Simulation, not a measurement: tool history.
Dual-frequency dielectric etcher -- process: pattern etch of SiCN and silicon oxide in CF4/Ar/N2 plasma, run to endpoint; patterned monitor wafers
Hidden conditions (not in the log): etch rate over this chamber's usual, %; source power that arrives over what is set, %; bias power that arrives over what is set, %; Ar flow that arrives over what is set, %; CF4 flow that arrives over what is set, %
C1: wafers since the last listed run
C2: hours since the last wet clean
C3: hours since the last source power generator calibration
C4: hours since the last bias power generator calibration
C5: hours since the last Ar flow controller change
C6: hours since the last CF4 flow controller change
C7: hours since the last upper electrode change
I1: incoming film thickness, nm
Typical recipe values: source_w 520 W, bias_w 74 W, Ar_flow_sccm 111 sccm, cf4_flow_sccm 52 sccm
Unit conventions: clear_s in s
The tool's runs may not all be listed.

run 1 hour=0.0 | source_w=520 bias_w=70 Ar_flow_sccm=111 cf4_flow_sccm=52 | C1=0 C2=426.3 C3=2362.6 C4=1408.6 C5=1051.3 C6=3477.9 C7=2953.1 | I1=10.40 | clear_s=10.2
run 2 hour=79.8 | source_w=520 bias_w=70 Ar_flow_sccm=111 cf4_flow_sccm=52 | C1=800 C2=506.1 C3=2442.4 C4=1488.4 C5=1131.1 C6=3557.7 C7=3032.9 | I1=10.51 | clear_s=10.3
-- hour=117.6 wet clean of the chamber
run 3 hour=180.1 | source_w=520 bias_w=70 Ar_flow_sccm=111 cf4_flow_sccm=52 | C1=765 C2=62.5 C3=2542.7 C4=1588.7 C5=1231.4 C6=3658.0 C7=3133.2 | I1=10.51 | clear_s=10.1
run 4 hour=314.8 | source_w=520 bias_w=74 Ar_flow_sccm=111 cf4_flow_sccm=52 | C1=1351 C2=197.2 C3=2677.4 C4=1723.4 C5=1366.1 C6=3792.7 C7=3267.9 | I1=10.52 | clear_s=9.9
run 5 hour=356.2 | source_w=520 bias_w=74 Ar_flow_sccm=111 cf4_flow_sccm=52 | C1=415 C2=238.6 C3=2718.8 C4=1764.8 C5=1407.5 C6=3834.1 C7=3309.3 | I1=10.49 | clear_s=9.9
run 6 hour=412.0 | source_w=520 bias_w=74 Ar_flow_sccm=111 cf4_flow_sccm=52 | C1=559 C2=294.4 C3=2774.6 C4=1820.6 C5=1463.3 C6=3889.9 C7=3365.1 | I1=10.44 | clear_s=9.9
run 7 hour=471.0 | source_w=550 bias_w=74 Ar_flow_sccm=111 cf4_flow_sccm=52 | C1=591 C2=353.4 C3=2833.6 C4=1879.6 C5=1522.3 C6=3948.9 C7=3424.1 | I1=10.42 | clear_s=9.4
run 8 hour=570.0 | source_w=550 bias_w=74 Ar_flow_sccm=111 cf4_flow_sccm=52 | C1=993 C2=452.4 C3=2932.6 C4=1978.6 C5=1621.3 C6=4047.9 C7=3523.1 | I1=10.38 | clear_s=9.5
-- hour=577.9 Ar flow controller replaced
run 9 hour=610.8 | source_w=520 bias_w=74 Ar_flow_sccm=111 cf4_flow_sccm=44 | C1=349 C2=493.2 C3=2973.4 C4=2019.4 C5=32.9 C6=4088.7 C7=3563.9 | I1=10.47 | clear_s=10.6
run 10 hour=713.1 | source_w=520 bias_w=74 Ar_flow_sccm=111 cf4_flow_sccm=44 | C1=1026 C2=595.5 C3=3075.7 C4=2121.7 C5=135.2 C6=4191.0 C7=3666.2 | I1=10.49 | clear_s=10.6
-- hour=767.9 wet clean of the chamber
run 11 hour=813.3 | source_w=520 bias_w=74 Ar_flow_sccm=111 cf4_flow_sccm=44 | C1=764 C2=45.4 C3=3175.9 C4=2221.9 C5=235.4 C6=4291.2 C7=3766.4 | I1=10.48 | clear_s=10.2
-- hour=843.2 source power generator calibrated
-- hour=919.1 upper electrode replaced
run 12 hour=919.6 | source_w=520 bias_w=82 Ar_flow_sccm=95 cf4_flow_sccm=52 | C1=785 C2=151.7 C3=76.4 C4=2328.2 C5=341.7 C6=4397.5 C7=0.5 | I1=10.44 | clear_s=8.9
run 13 hour=1004.3 | source_w=520 bias_w=74 Ar_flow_sccm=103 cf4_flow_sccm=47 | C1=849 C2=236.4 C3=161.1 C4=2412.9 C5=426.4 C6=4482.2 C7=85.2 | I1=10.41 | clear_s=9.7
-- hour=1087.8 bias power generator calibrated
-- hour=1092.8 CF4 flow controller replaced
run 14 hour=1093.3 | source_w=520 bias_w=88 Ar_flow_sccm=99 cf4_flow_sccm=47 | C1=802 C2=325.4 C3=250.1 C4=5.5 C5=515.4 C6=0.5 C7=174.2 | I1=10.56 | clear_s=9.1
run 15 hour=1148.9 | source_w=520 bias_w=74 Ar_flow_sccm=135 cf4_flow_sccm=52 | C1=557 C2=381.0 C3=305.7 C4=61.1 C5=571.0 C6=56.1 C7=229.8 | I1=10.59 | clear_s=10.1
run 16 hour=1186.7 | source_w=520 bias_w=74 Ar_flow_sccm=111 cf4_flow_sccm=52 | C1=379 C2=418.8 C3=343.5 C4=98.9 C5=608.8 C6=93.9 C7=267.6 | I1=10.45 | clear_s=9.8
run 17 hour=1225.7 | source_w=520 bias_w=82 Ar_flow_sccm=95 cf4_flow_sccm=52 | C1=391 C2=457.8 C3=382.5 C4=137.9 C5=647.8 C6=132.9 C7=306.6 | I1=10.54 | clear_s=9.3
run 18 hour=1265.2 | source_w=520 bias_w=67 Ar_flow_sccm=111 cf4_flow_sccm=60 | C1=396 C2=497.3 C3=422.0 C4=177.4 C5=687.3 C6=172.4 C7=346.1 | I1=10.52 | clear_s=10.0
-- hour=1333.4 wet clean of the chamber
run 19 hour=1369.5 | source_w=520 bias_w=90 Ar_flow_sccm=88 cf4_flow_sccm=56 | C1=805 C2=36.1 C3=526.3 C4=281.7 C5=791.6 C6=276.7 C7=450.4 | I1=10.55 | clear_s=8.4
run 20 hour=1430.0 | source_w=520 bias_w=57 Ar_flow_sccm=133 cf4_flow_sccm=48 | C1=606 C2=96.6 C3=586.8 C4=342.2 C5=852.1 C6=337.2 C7=510.9 | I1=10.52 | clear_s=11.6
run 21 hour=1479.2 | source_w=520 bias_w=74 Ar_flow_sccm=111 cf4_flow_sccm=48 | C1=493 C2=145.8 C3=636.0 C4=391.4 C5=901.3 C6=386.4 C7=560.1 | I1=10.53 | clear_s=10.0
run 22 hour=1542.9 | source_w=520 bias_w=74 Ar_flow_sccm=103 cf4_flow_sccm=52 | C1=639 C2=209.5 C3=699.7 C4=455.1 C5=965.0 C6=450.1 C7=623.8 | I1=10.44 | clear_s=9.6
run 23 hour=1605.7 | source_w=590 bias_w=74 Ar_flow_sccm=111 cf4_flow_sccm=61 | C1=629 C2=272.3 C3=762.5 C4=517.9 C5=1027.8 C6=512.9 C7=686.6 | I1=10.58 | clear_s=8.6
run 24 hour=1711.9 | source_w=520 bias_w=74 Ar_flow_sccm=111 cf4_flow_sccm=52 | C1=1065 C2=378.5 C3=868.7 C4=624.1 C5=1134.0 C6=619.1 C7=792.8 | I1=10.50 | clear_s=9.9
run 25 hour=1811.5 | source_w=470 bias_w=80 Ar_flow_sccm=98 cf4_flow_sccm=56 | C1=999 C2=478.1 C3=968.3 C4=723.7 C5=1233.6 C6=718.7 C7=892.4 | I1=10.42 | clear_s=10.0

For some of the steps in clear_s from one run to the next: how much would appear even if the tool had no hidden state, given the settings, what came in and random variation, and how much remains for the hidden state plus any gauge scatter that the measured result and the result without hidden state don't share?
Run 10 -> 11: wet clean of the chamber. clear_s -0.4 s: hidden state -0.4, all else +0.0.
Run 11 -> 12: bias_w 74 -> 82, Ar_flow_sccm 111 -> 95, cf4_flow_sccm 44 -> 52, source power generator calibrated, upper electrode replaced. clear_s -1.3 s: hidden state -0.3, all else -1.0.
Run 18 -> 19: bias_w 67 -> 90, Ar_flow_sccm 111 -> 88, cf4_flow_sccm 60 -> 56, wet clean of the chamber. clear_s -1.6 s: hidden state -0.2, all else -1.4.
Run 19 -> 20: bias_w 90 -> 57, Ar_flow_sccm 88 -> 133, cf4_flow_sccm 56 -> 48. clear_s +3.2 s: hidden state +0.1, all else +3.1.
